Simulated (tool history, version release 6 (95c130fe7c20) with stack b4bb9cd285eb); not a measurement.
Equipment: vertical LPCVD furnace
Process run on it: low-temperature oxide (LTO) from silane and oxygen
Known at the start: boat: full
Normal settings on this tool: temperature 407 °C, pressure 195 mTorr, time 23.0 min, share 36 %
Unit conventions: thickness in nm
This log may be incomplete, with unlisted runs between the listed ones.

| run | hour | temperature | pressure | time | share | wafers since the last listed run | hours since the last temperature calibration | hours since the pressure gauge was zeroed | hours since the silane flow controller was replaced | hours since the gauge calibration | read-back reference wafer on the same gauge, thickness | thickness |
|---|---|---|---|---|---|---|---|---|---|---|---|---|
| 1 | 0.0 | 413 | 195 | 23.0 | 36 | 0 | 226.9 | 4782.0 | 5974.4 | 3750.1 | 162.06 | 180.78 |
| 2 | 82.8 | 413 | 195 | 23.0 | 36 | 999 | 309.7 | 4864.8 | 6057.2 | 3832.9 | 162.08 | 180.25 |
| 3 | 137.5 | 413 | 195 | 23.0 | 36 | 660 | 364.4 | 4919.5 | 6111.9 | 3887.6 | 162.02 | 181.09 |
| 4 | 197.2 | 407 | 195 | 25.5 | 32 | 720 | 424.1 | 4979.2 | 6171.6 | 3947.3 | 162.23 | 161.41 |
|  | 255.7 | pressure gauge zeroed |
| 5 | 270.2 | 407 | 195 | 25.5 | 32 | 591 | 497.1 | 14.5 | 6244.6 | 4020.3 | 162.18 | 160.91 |
| 6 | 375.3 | 407 | 215 | 23.0 | 36 | 1268 | 602.2 | 119.6 | 6349.7 | 4125.4 | 161.95 | 186.98 |
| 7 | 478.1 | 407 | 215 | 23.0 | 36 | 1240 | 705.0 | 222.4 | 6452.5 | 4228.2 | 161.88 | 188.76 |
|  | 559.7 | gauge calibrated |
| 8 | 576.3 | 407 | 195 | 23.0 | 36 | 1185 | 803.2 | 320.6 | 6550.7 | 16.6 | 162.19 | 169.43 |
| 9 | 623.8 | 407 | 195 | 23.0 | 36 | 573 | 850.7 | 368.1 | 6598.2 | 64.1 | 161.95 | 169.50 |
| 10 | 840.9 | 396 | 155 | 17.0 | 36 | 2620 | 1067.8 | 585.2 | 6815.3 | 281.2 | 162.09 | 88.82 |
| 11 | 926.4 | 407 | 195 | 23.0 | 36 | 1031 | 1153.3 | 670.7 | 6900.8 | 366.7 | 161.92 | 170.11 |
| 12 | 1034.2 | 417 | 180 | 23.0 | 31 | 1301 | 1261.1 | 778.5 | 7008.6 | 474.5 | 162.23 | 143.92 |
| 13 | 1128.1 | 407 | 195 | 23.0 | 36 | 1133 | 1355.0 | 872.4 | 7102.5 | 568.4 | 162.33 | 169.79 |
| 14 | 1211.6 | 407 | 195 | 31.5 | 36 | 1007 | 1438.5 | 955.9 | 7186.0 | 651.9 | 162.02 | 233.74 |
| 15 | 1269.3 | 407 | 220 | 23.0 | 36 | 696 | 1496.2 | 1013.6 | 7243.7 | 709.6 | 162.13 | 192.73 |
| 16 | 1329.2 | 396 | 225 | 29.0 | 29 | 722 | 1556.1 | 1073.5 | 7303.6 | 769.5 | 162.28 | 161.96 |
| 17 | 1394.1 | 412 | 145 | 26.5 | 34 | 783 | 1621.0 | 1138.4 | 7368.5 | 834.4 | 161.90 | 143.95 |
|  | 1457.7 | silane flow controller replaced |
| 18 | 1479.7 | 395 | 195 | 23.0 | 32 | 743 | 1706.6 | 1224.0 | 22.0 | 920.0 | 161.92 | 127.36 |
| 19 | 1522.7 | 407 | 165 | 23.0 | 32 | 518 | 1749.6 | 1267.0 | 65.0 | 963.0 | 162.12 | 124.17 |
| 20 | 1585.9 | 407 | 160 | 30.0 | 36 | 762 | 1812.8 | 1330.2 | 128.2 | 1026.2 | 162.05 | 183.64 |
| 21 | 1633.9 | 407 | 195 | 23.0 | 36 | 579 | 1860.8 | 1378.2 | 176.2 | 1074.2 | 161.91 | 171.16 |
| 22 | 1685.1 | 407 | 195 | 23.0 | 36 | 617 | 1912.0 | 1429.4 | 227.4 | 1125.4 | 162.01 | 171.84 |
| 23 | 1750.5 | 407 | 165 | 16.0 | 36 | 789 | 1977.4 | 1494.8 | 292.8 | 1190.8 | 162.11 | 100.64 |
| 24 | 1831.9 | 407 | 195 | 23.0 | 39 | 982 | 2058.8 | 1576.2 | 374.2 | 1272.2 | 161.93 | 189.55 |
| 25 | 1902.9 | 407 | 195 | 23.0 | 36 | 856 | 2129.8 | 1647.2 | 445.2 | 1343.2 | 162.14 | 172.57 |
| 26 | 1989.7 | 396 | 195 | 23.0 | 31 | 1047 | 2216.6 | 1734.0 | 532.0 | 1430.0 | 162.00 | 123.59 |
| 27 | 2069.4 | 407 | 195 | 23.0 | 36 | 961 | 2296.3 | 1813.7 | 611.7 | 1509.7 | 162.12 | 172.15 |
| 28 | 2168.5 | 407 | 155 | 26.0 | 36 | 1196 | 2395.4 | 1912.8 | 710.8 | 1608.8 | 161.82 | 153.75 |
| 29 | 2207.6 | 407 | 195 | 23.0 | 41 | 471 | 2434.5 | 1951.9 | 749.9 | 1647.9 | 162.25 | 201.61 |
| 30 | 2273.9 | 407 | 195 | 29.5 | 30 | 800 | 2500.8 | 2018.2 | 816.2 | 1714.2 | 162.15 | 172.83 |
| 31 | 2316.2 | 411 | 240 | 23.0 | 33 | 510 | 2543.1 | 2060.5 | 858.5 | 1756.5 | 162.22 | 197.24 |

Selected run-to-run steps in thickness, each split into two signed amounts: the part the tool would show with no hidden state at all (from settings, incoming material and random variation), and the remainder, which goes to the hidden state together with any gauge scatter not common to the measured and the hidden-state-free results:
Hidden state at play: true tube temperature minus thermocouple reading, K; true pressure minus gauge reading, mTorr; deviation of the silane flow from its setpoint, %; gauge reads high (%).
Run 9 -> 10: temperature 407 -> 396, pressure 195 -> 155, time 23.0 -> 17.0. thickness -80.68 nm: hidden state -0.35, all else -80.33.
Run 10 -> 11: temperature 396 -> 407, pressure 155 -> 195, time 17.0 -> 23.0. thickness +81.29 nm: hidden state +0.67, all else +80.62.
Run 22 -> 23: pressure 195 -> 165, time 23.0 -> 16.0. thickness -71.20 nm: hidden state -0.99, all else -70.21.
Run 23 -> 24: pressure 165 -> 195, time 16.0 -> 23.0, share 36 -> 39. thickness +88.91 nm: hidden state +1.51, all else +87.40.
Run 28 -> 29: pressure 155 -> 195, time 26.0 -> 23.0, share 36 -> 41. thickness +47.86 nm: hidden state +0.95, all else +46.91.
